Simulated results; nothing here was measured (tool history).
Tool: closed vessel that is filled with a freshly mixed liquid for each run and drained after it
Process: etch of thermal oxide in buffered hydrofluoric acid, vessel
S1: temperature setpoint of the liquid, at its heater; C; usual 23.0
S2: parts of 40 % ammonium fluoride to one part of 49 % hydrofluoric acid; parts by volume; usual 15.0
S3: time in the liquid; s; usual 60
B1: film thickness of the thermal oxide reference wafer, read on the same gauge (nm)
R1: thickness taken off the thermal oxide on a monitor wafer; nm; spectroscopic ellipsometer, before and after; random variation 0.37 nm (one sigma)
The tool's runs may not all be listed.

Run 1, hour 0.0: usual settings but S3 35 s; B1 90.00. Result: R1 28.22 nm.
Run 2, hour 86.3: usual settings but S1 25.5 C; B1 89.96. Result: R1 56.71 nm.
Run 3, hour 166.4: usual settings but S1 25.5 C; B1 89.98. Result: R1 57.02 nm.
Run 4, hour 269.8: usual settings but S1 25.5 C; B1 89.99. Result: R1 57.64 nm.
Run 5, hour 310.1: usual settings; B1 90.01. Result: R1 49.77 nm.
Run 6, hour 378.3: usual settings; B1 89.97. Result: R1 45.14 nm.
Run 7, hour 416.4: usual settings; B1 89.98. Result: R1 45.17 nm.
Run 8, hour 458.7: usual settings but S2 17.0 parts by volume, S3 80 s; B1 90.05. Result: R1 53.84 nm.
Run 9, hour 561.7: usual settings; B1 89.98. Result: R1 45.71 nm.
Run 10, hour 640.9: usual settings but S3 75 s; B1 90.00. Result: R1 57.74 nm.
Run 11, hour 742.1: usual settings but S3 35 s; B1 90.00. Result: R1 26.90 nm.
Run 12, hour 824.6: usual settings but S1 18.5 C, S2 19.5 parts by volume, S3 30 s; B1 89.99. Result: R1 14.01 nm.
Run 13, hour 884.3: usual settings but S1 25.0 C, S2 19.0 parts by volume; B1 90.02. Result: R1 41.31 nm.
Run 14, hour 990.6: usual settings; B1 90.03. Result: R1 46.71 nm.
Run 15, hour 1093.4: usual settings but S1 19.0 C; B1 89.97. Result: R1 38.27 nm.

Not shown: 3 entries that the log had between the listed runs. Between which runs, and how does the tool's hidden state differ before and after?
Between runs 5 and 6: hydrofluoric acid flow meter replaced (hour 343.0)
  hydrofluoric acid flow above the setpoint (%): 11.3 -> 1.23
  measured less the result without the state, R1: +4.95 -> +0.54 nm
Between runs 9 and 10: thermometer replaced (hour 610.3)
  hydrofluoric acid flow above the setpoint (%): 2.42 -> 2.93
  measured less the result without the state, R1: +1.06 -> +1.61 nm
Between runs 12 and 13: gauge calibrated (hour 844.8)
  hydrofluoric acid flow above the setpoint (%): 4.11 -> 4.5
  measured less the result without the state, R1: +0.55 -> +1.75 nm
